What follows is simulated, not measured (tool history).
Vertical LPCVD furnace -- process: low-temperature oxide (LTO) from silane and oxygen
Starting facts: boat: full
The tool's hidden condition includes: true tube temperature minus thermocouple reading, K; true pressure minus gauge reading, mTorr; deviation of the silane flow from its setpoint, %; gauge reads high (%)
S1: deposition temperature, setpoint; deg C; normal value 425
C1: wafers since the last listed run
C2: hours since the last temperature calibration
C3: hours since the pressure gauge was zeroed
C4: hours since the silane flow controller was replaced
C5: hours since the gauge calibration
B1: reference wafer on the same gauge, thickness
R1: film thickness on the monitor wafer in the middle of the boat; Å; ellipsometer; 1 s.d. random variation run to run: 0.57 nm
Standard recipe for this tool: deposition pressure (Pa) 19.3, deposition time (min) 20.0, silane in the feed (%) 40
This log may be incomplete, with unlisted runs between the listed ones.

Run 1, hour 0.0: usual settings; C1 0; C2 3602.5; C3 2184.6; C4 6318.8; C5 62.5; B1 140.07. Result: R1 1583.5 Å.
Run 2, hour 58.9: usual settings but deposition pressure (Pa) 20.7; C1 872; C2 3661.4; C3 2243.5; C4 6377.7; C5 121.4; B1 139.90. Result: R1 1683.1 Å.
Run 3, hour 100.5: usual settings; C1 615; C2 3703.0; C3 2285.1; C4 6419.3; C5 163.0; B1 140.10. Result: R1 1580.7 Å.
Run 4, hour 155.9: usual settings; C1 820; C2 3758.4; C3 2340.5; C4 6474.7; C5 218.4; B1 139.93. Result: R1 1585.6 Å.
Run 5, hour 225.1: usual settings; C1 1024; C2 3827.6; C3 2409.7; C4 6543.9; C5 287.6; B1 139.95. Result: R1 1595.4 Å.
Run 6, hour 279.2: usual settings; C1 801; C2 3881.7; C3 2463.8; C4 6598.0; C5 341.7; B1 140.01. Result: R1 1598.5 Å.
Run 7, hour 349.0: usual settings but deposition pressure (Pa) 18.0; C1 1033; C2 3951.5; C3 2533.6; C4 6667.8; C5 411.5; B1 139.98. Result: R1 1503.9 Å.
Run 8, hour 388.2: usual settings but silane in the feed (%) 44; C1 580; C2 3990.7; C3 2572.8; C4 6707.0; C5 450.7; B1 139.99. Result: R1 1761.8 Å.
At hour 421.2: gauge calibrated.
Run 9, hour 449.6: usual settings; C1 909; C2 4052.1; C3 2634.2; C4 6768.4; C5 28.4; B1 140.00. Result: R1 1606.2 Å.
At hour 504.7: pressure gauge zeroed.
Run 10, hour 505.2: usual settings but S1 432 deg C, deposition time (min) 13.0, silane in the feed (%) 44; C1 467; C2 4107.7; C3 0.5; C4 6824.0; C5 84.0; B1 139.95. Result: R1 1151.6 Å.
At hour 555.6: silane flow controller replaced.
Run 11, hour 556.1: usual settings but deposition pressure (Pa) 14.7; C1 398; C2 4158.6; C3 51.4; C4 0.5; C5 134.9; B1 140.12. Result: R1 1129.3 Å.
Run 12, hour 601.8: usual settings but deposition time (min) 22.0; C1 676; C2 4204.3; C3 97.1; C4 46.2; C5 180.6; B1 140.02. Result: R1 1645.0 Å.
Run 13, hour 651.5: usual settings but silane in the feed (%) 44; C1 735; C2 4254.0; C3 146.8; C4 95.9; C5 230.3; B1 140.04. Result: R1 1652.4 Å.
At hour 684.8: thermocouples replaced and temperature profile calibrated.
Run 14, hour 692.0: usual settings but S1 430 deg C, deposition pressure (Pa) 16.7; C1 244; C2 7.2; C3 187.3; C4 136.4; C5 270.8; B1 140.06. Result: R1 1354.1 Å.
Run 15, hour 755.4: usual settings but S1 416 deg C, deposition pressure (Pa) 18.0, deposition time (min) 14.5, silane in the feed (%) 43; C1 938; C2 70.6; C3 250.7; C4 199.8; C5 334.2; B1 140.00. Result: R1 997.2 Å.
Run 16, hour 789.1: usual settings but S1 421 deg C; C1 498; C2 104.3; C3 284.4; C4 233.5; C5 367.9; B1 139.91. Result: R1 1443.0 Å.
Run 17, hour 820.4: usual settings; C1 463; C2 135.6; C3 315.7; C4 264.8; C5 399.2; B1 139.99. Result: R1 1501.9 Å.
At hour 848.6: gauge calibrated.
Run 18, hour 877.1: usual settings but S1 435 deg C, deposition pressure (Pa) 22.7; C1 839; C2 192.3; C3 372.4; C4 321.5; C5 28.5; B1 140.04. Result: R1 1939.2 Å.
Run 19, hour 916.2: usual settings but silane in the feed (%) 42; C1 578; C2 231.4; C3 411.5; C4 360.6; C5 67.6; B1 140.00. Result: R1 1579.6 Å.

What the log doesn't show, run by run:
true tube temperature minus thermocouple reading, K: 0 on each run
deviation of the silane flow from its setpoint, %: 0 on each run
gauge reads high (%): 0 on each run
H1: true pressure minus gauge reading, mTorr
run      H1
  1    6.53
  2    6.87
  3    7.11
  4    7.44
  5    7.87
  6    8.21
  7    8.66
  8    8.92
  9    9.34
 10   -1.11
 11   -1.11
 12    -1.1
 13   -1.08
 14   -1.06
 15   -1.03
 16      -1
 17   -0.98
 18  -0.929
 19  -0.889
